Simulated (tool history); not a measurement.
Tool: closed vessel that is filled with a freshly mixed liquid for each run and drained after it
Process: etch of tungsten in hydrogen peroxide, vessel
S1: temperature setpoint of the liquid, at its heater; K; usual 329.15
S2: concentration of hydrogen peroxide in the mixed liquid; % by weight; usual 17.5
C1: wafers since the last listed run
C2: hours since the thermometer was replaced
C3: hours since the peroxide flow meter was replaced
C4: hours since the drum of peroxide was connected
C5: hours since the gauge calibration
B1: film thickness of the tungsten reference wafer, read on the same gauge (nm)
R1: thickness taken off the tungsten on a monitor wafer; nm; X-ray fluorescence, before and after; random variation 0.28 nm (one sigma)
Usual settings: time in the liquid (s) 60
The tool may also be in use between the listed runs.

{"run": 1, "hour": 0.0, "S1": 329.15, "S2": 17.5, "time in the liquid (s)": 60, "C1": 0, "C2": 390.2, "C3": 390.5, "C4": 402.1, "C5": 949, "B1": 80, "R1": 75.48}
{"run": 2, "hour": 55.3, "S1": 329.15, "S2": 17.5, "time in the liquid (s)": 85, "C1": 5829, "C2": 445.5, "C3": 445.8, "C4": 457.4, "C5": 1004.3, "B1": 80.03, "R1": 105.65}
{"run": 3, "hour": 104.2, "S1": 329.15, "S2": 17.5, "time in the liquid (s)": 85, "C1": 5154, "C2": 494.4, "C3": 494.7, "C4": 506.3, "C5": 1053.2, "B1": 79.99, "R1": 105.06}
{"hour": 131.5, "done": "new drum of peroxide connected"}
{"run": 4, "hour": 170.5, "S1": 329.15, "S2": 17.5, "time in the liquid (s)": 85, "C1": 6883, "C2": 560.7, "C3": 561, "C4": 39, "C5": 1119.5, "B1": 79.97, "R1": 108.14}
{"run": 5, "hour": 205.6, "S1": 336.15, "S2": 17.5, "time in the liquid (s)": 75, "C1": 3699, "C2": 595.8, "C3": 596.1, "C4": 74.1, "C5": 1154.6, "B1": 80.01, "R1": 142.53}
{"run": 6, "hour": 235.8, "S1": 336.15, "S2": 17.5, "time in the liquid (s)": 75, "C1": 3183, "C2": 626, "C3": 626.3, "C4": 104.3, "C5": 1184.8, "B1": 79.99, "R1": 142.46}
{"run": 7, "hour": 267.3, "S1": 336.15, "S2": 17.5, "time in the liquid (s)": 75, "C1": 3320, "C2": 657.5, "C3": 657.8, "C4": 135.8, "C5": 1216.3, "B1": 80.01, "R1": 140.68}
{"run": 8, "hour": 335.5, "S1": 329.15, "S2": 17.5, "time in the liquid (s)": 65, "C1": 7188, "C2": 725.7, "C3": 726, "C4": 204, "C5": 1284.5, "B1": 80.01, "R1": 81.33}
{"run": 9, "hour": 381.1, "S1": 329.15, "S2": 17.5, "time in the liquid (s)": 65, "C1": 4806, "C2": 771.3, "C3": 771.6, "C4": 249.6, "C5": 1330.1, "B1": 80.01, "R1": 80.84}
{"run": 10, "hour": 442.8, "S1": 329.15, "S2": 17.5, "time in the liquid (s)": 65, "C1": 6503, "C2": 833, "C3": 833.3, "C4": 311.3, "C5": 1391.8, "B1": 80, "R1": 80.71}
{"run": 11, "hour": 490.4, "S1": 329.15, "S2": 17.5, "time in the liquid (s)": 60, "C1": 5017, "C2": 880.6, "C3": 880.9, "C4": 358.9, "C5": 1439.4, "B1": 79.97, "R1": 74.31}
{"run": 12, "hour": 537.9, "S1": 329.15, "S2": 17.5, "time in the liquid (s)": 60, "C1": 5006, "C2": 928.1, "C3": 928.4, "C4": 406.4, "C5": 1486.9, "B1": 80.02, "R1": 74.08}
{"hour": 563.4, "done": "thermometer replaced"}
{"hour": 594.1, "done": "gauge calibrated"}
{"run": 13, "hour": 594.3, "S1": 329.15, "S2": 15.5, "time in the liquid (s)": 45, "C1": 5839, "C2": 30.9, "C3": 984.8, "C4": 462.8, "C5": 0.2, "B1": 80.01, "R1": 51.73}
{"hour": 626.0, "done": "new drum of peroxide connected"}
{"run": 14, "hour": 643.0, "S1": 325.15, "S2": 19, "time in the liquid (s)": 30, "C1": 5027, "C2": 79.6, "C3": 1033.5, "C4": 17, "C5": 48.9, "B1": 80.02, "R1": 31.19}
{"run": 15, "hour": 691.2, "S1": 329.15, "S2": 17.5, "time in the liquid (s)": 60, "C1": 5080, "C2": 127.8, "C3": 1081.7, "C4": 65.2, "C5": 97.1, "B1": 79.98, "R1": 74.79}
{"run": 16, "hour": 746.5, "S1": 329.15, "S2": 17.5, "time in the liquid (s)": 30, "C1": 5829, "C2": 183.1, "C3": 1137, "C4": 120.5, "C5": 152.4, "B1": 80.01, "R1": 37.45}
{"run": 17, "hour": 806.0, "S1": 319.65, "S2": 13, "time in the liquid (s)": 95, "C1": 6271, "C2": 242.6, "C3": 1196.5, "C4": 180, "C5": 211.9, "B1": 79.99, "R1": 57.27}
{"run": 18, "hour": 842.0, "S1": 322.65, "S2": 20, "time in the liquid (s)": 90, "C1": 3794, "C2": 278.6, "C3": 1232.5, "C4": 216, "C5": 247.9, "B1": 80.02, "R1": 80.38}
{"run": 19, "hour": 896.7, "S1": 324.65, "S2": 20, "time in the liquid (s)": 95, "C1": 5765, "C2": 333.3, "C3": 1287.2, "C4": 270.7, "C5": 302.6, "B1": 80, "R1": 94.97}
{"run": 20, "hour": 1104.7, "S1": 332.65, "S2": 17.5, "time in the liquid (s)": 60, "C1": 21925, "C2": 541.3, "C3": 1495.2, "C4": 478.7, "C5": 510.6, "B1": 80.01, "R1": 89.41}
{"run": 21, "hour": 1131.3, "S1": 319.65, "S2": 14, "time in the liquid (s)": 80, "C1": 2803, "C2": 567.9, "C3": 1521.8, "C4": 505.3, "C5": 537.2, "B1": 79.98, "R1": 48.62}
{"hour": 1166.3, "done": "new drum of peroxide connected"}
{"run": 22, "hour": 1196.0, "S1": 329.15, "S2": 12.5, "time in the liquid (s)": 45, "C1": 6714, "C2": 632.6, "C3": 1586.5, "C4": 29.7, "C5": 601.9, "B1": 79.98, "R1": 46.99}
{"run": 23, "hour": 1244.9, "S1": 337.65, "S2": 15, "time in the liquid (s)": 60, "C1": 5154, "C2": 681.5, "C3": 1635.4, "C4": 78.6, "C5": 650.8, "B1": 80.03, "R1": 110.89}
{"run": 24, "hour": 1307.3, "S1": 329.15, "S2": 17.5, "time in the liquid (s)": 60, "C1": 6577, "C2": 743.9, "C3": 1697.8, "C4": 141, "C5": 713.2, "B1": 80.01, "R1": 73.69}
{"run": 25, "hour": 1347.4, "S1": 329.15, "S2": 17.5, "time in the liquid (s)": 60, "C1": 4226, "C2": 784, "C3": 1737.9, "C4": 181.1, "C5": 753.3, "B1": 79.99, "R1": 73}
{"hour": 1391.1, "done": "peroxide flow meter replaced"}
{"run": 26, "hour": 1411.2, "S1": 323.15, "S2": 17.5, "time in the liquid (s)": 90, "C1": 6619, "C2": 847.8, "C3": 20.1, "C4": 244.9, "C5": 817.1, "B1": 80.01, "R1": 79.75}
{"hour": 1422.7, "done": "thermometer replaced"}
{"run": 27, "hour": 1624.0, "S1": 329.15, "S2": 22, "time in the liquid (s)": 60, "C1": 22325, "C2": 201.3, "C3": 232.9, "C4": 457.7, "C5": 1029.9, "B1": 79.99, "R1": 83.87}
{"run": 28, "hour": 1650.9, "S1": 334.15, "S2": 15.5, "time in the liquid (s)": 85, "C1": 2835, "C2": 228.2, "C3": 259.8, "C4": 484.6, "C5": 1056.8, "B1": 79.99, "R1": 132.86}
{"run": 29, "hour": 1676.8, "S1": 329.15, "S2": 17.5, "time in the liquid (s)": 60, "C1": 2730, "C2": 254.1, "C3": 285.7, "C4": 510.5, "C5": 1082.7, "B1": 79.99, "R1": 73.88}
{"hour": 1781.2, "done": "new drum of peroxide connected"}
{"run": 30, "hour": 1846.2, "S1": 321.65, "S2": 17.5, "time in the liquid (s)": 60, "C1": 17750, "C2": 423.5, "C3": 455.1, "C4": 65, "C5": 1252.1, "B1": 79.99, "R1": 48.71}

4 ways to go on from here, each from the tool as it stands after run 30. What would each give?
{"run": "A", "hour": 1846.9, "S1": 329.15, "S2": 17.5, "time in the liquid (s)": 45, "C1": 73, "C2": 424.2, "C3": 455.8, "C4": 65.7, "C5": 1252.8, "B1": "?", "R1": "?"}
{"run": "B", "hour": 1846.9, "S1": 333.15, "S2": 22.5, "time in the liquid (s)": 50, "C1": 73, "C2": 424.2, "C3": 455.8, "C4": 65.7, "C5": 1252.8, "B1": "?", "R1": "?"}
{"run": "C", "hour": 1846.9, "S1": 319.65, "S2": 17.5, "time in the liquid (s)": 50, "C1": 73, "C2": 424.2, "C3": 455.8, "C4": 65.7, "C5": 1252.8, "B1": "?", "R1": "?"}
{"run": "D", "hour": 1846.9, "S1": 329.15, "S2": 14.5, "time in the liquid (s)": 30, "C1": 73, "C2": 424.2, "C3": 455.8, "C4": 65.7, "C5": 1252.8, "B1": "?", "R1": "?"}

run=A B1=79.99 R1=57.09
run=B B1=79.99 R1=90.79
run=C B1=79.99 R1=35.65
run=D B1=79.99 R1=34.65
Without the tool's hidden state the same runs would have given:
run=A R1=58.23
run=B R1=92.6
run=C R1=36.36
run=D R1=35.34
